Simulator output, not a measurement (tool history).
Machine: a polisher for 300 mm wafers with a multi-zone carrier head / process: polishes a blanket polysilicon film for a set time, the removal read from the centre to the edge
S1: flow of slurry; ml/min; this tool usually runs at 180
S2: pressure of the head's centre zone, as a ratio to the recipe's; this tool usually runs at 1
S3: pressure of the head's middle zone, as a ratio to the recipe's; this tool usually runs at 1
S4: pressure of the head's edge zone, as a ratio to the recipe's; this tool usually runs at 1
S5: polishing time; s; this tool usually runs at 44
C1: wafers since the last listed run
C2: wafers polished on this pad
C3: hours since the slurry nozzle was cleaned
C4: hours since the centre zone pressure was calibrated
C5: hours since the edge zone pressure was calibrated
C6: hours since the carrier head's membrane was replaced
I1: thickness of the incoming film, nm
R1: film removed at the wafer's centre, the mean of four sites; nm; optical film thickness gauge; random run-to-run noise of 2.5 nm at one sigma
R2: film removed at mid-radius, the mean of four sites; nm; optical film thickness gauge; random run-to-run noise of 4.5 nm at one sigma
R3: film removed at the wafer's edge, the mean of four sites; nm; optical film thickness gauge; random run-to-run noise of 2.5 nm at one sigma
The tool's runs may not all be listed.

run     day   S1    S2    S3    S4  S5   C1   C2     C3     C4     C5      C6      I1     R1     R2     R3
  1       0  180  0.97  0.91     1  53    0   79   83.8    310  683.3  1752.3  2223.2  369.4  341.9  376.6
  2   0.354  180     1     1     1  44   55  135   92.3  318.5  691.8  1760.8  2263.9  313.4  304.2  309.9
  3   1.096  180     1  1.06     1  44  116  251  110.1  336.3  709.6  1778.6  2217.7  311.1  323.7  311.1
      1.583  -- centre zone pressure recalibrated
  4   1.604  165     1     1  0.94  44   66  318  122.3    0.5  721.8  1790.8    2230  308.8  303.7  302.7
  5   2.067  180     1     1     1  44   72  390  133.4   11.6  732.9  1801.9    2213  317.5  303.2  317.4
        2.2  -- edge zone pressure recalibrated
  6   2.738  145     1  0.88  0.95  44   92  483  149.5   27.7   12.9    1818    2249  305.3  270.9  300.4
  7   3.188  180     1     1     1  44   70  553  160.3   38.5   23.7  1828.8  2235.7  314.1  305.6  308.3
  8   3.825  180     1     1     1  44  100  653  175.6   53.8     39  1844.1  2222.5    315  306.7  312.7
        4.1  -- worn pad replaced by a new one
  9   4.542  180     1     1     1  44   86   68  192.8     71   56.2  1861.3  2256.6  311.9    318  308.9
 10   5.283  125     1  1.04  0.91  39  116  185  210.6   88.8     74  1879.1  2266.1  262.2  269.1  254.8
 11    5.55  180   1.1  1.07  0.93  31   41  227    217   95.2   80.4  1885.5  2215.5    242  226.7  212.4
 12   5.908  180     1     1     1  44   56  283  225.6  103.8     89  1894.1  2234.5  311.2  304.3  313.3
 13   6.429  180   1.1     1     1  44   81  365  238.1  116.3  101.5  1906.6  2253.3    350  312.5    306
        7.1  -- carrier head's membrane replaced by a new one
      7.162  -- slurry nozzle cleaned
 14   7.183  165     1  1.09  0.94  44   79  444    0.5  134.4  119.6       2  2220.1  307.8  331.6  301.3
 15   7.821  180  0.94     1     1  44  100  544   15.8  149.7  134.9    17.3  2232.1  296.7  304.9  313.4
 16   8.671  180     1  1.11     1  30  133  677   36.2  170.1  155.3    37.7  2221.5  212.2  233.3  210.8
      9.179  -- worn pad replaced by a new one
 17     9.2  130     1     1     1  44   56    3   48.9  182.8    168    50.4  2248.1  301.2  293.7  301.1
 18   9.638  225     1     1     1  44   68   72   59.4  193.3  178.5    60.9  2231.6  320.1    313  314.7
 19  10.358  180     1     1     1  44  113  185   76.7  210.6  195.8    78.2  2198.6    316  309.2  312.5
 20  10.912  180     1     1  0.89  38   86  272     90  223.9  209.1    91.5    2287  270.5    260  253.9
 21  11.179  180     1     1  0.95  44   41  314   96.4  230.3  215.5    97.9  2274.2  309.8  298.6  304.7
 22  12.046  180     1     1  1.08  44  135  450  117.2  251.1  236.3   118.7  2224.7  313.5  302.1  325.6
 23  12.529  180     1     1     1  44   75  525  128.8  262.7  247.9   130.3  2257.3  314.6  304.1  311.4

3 options for the next run, each taken on its own from the tool as it stands now. Forecast them:
  A  12.546  180  1.07     1     1  44   2  528  129.2  263.1  248.3  130.7  2230.1   ?   ?   ?
  B  12.546  180     1  1.09  0.91  44   2  528  129.2  263.1  248.3  130.7  2230.1   ?   ?   ?
  C  12.546  180     1     1     1  53   2  528  129.2  263.1  248.3  130.7  2230.1   ?   ?   ?

run     R1     R2     R3
  A  337.5  306.6  310.3
  B  315.5  330.1  296.7
  C  379.8  369.5  373.8
Without the tool's hidden state the same runs would have given:
run     R1     R2     R3
  A  337.5  306.6  310.3
  B  315.5  330.1  296.7
  C  379.8  369.5  373.8
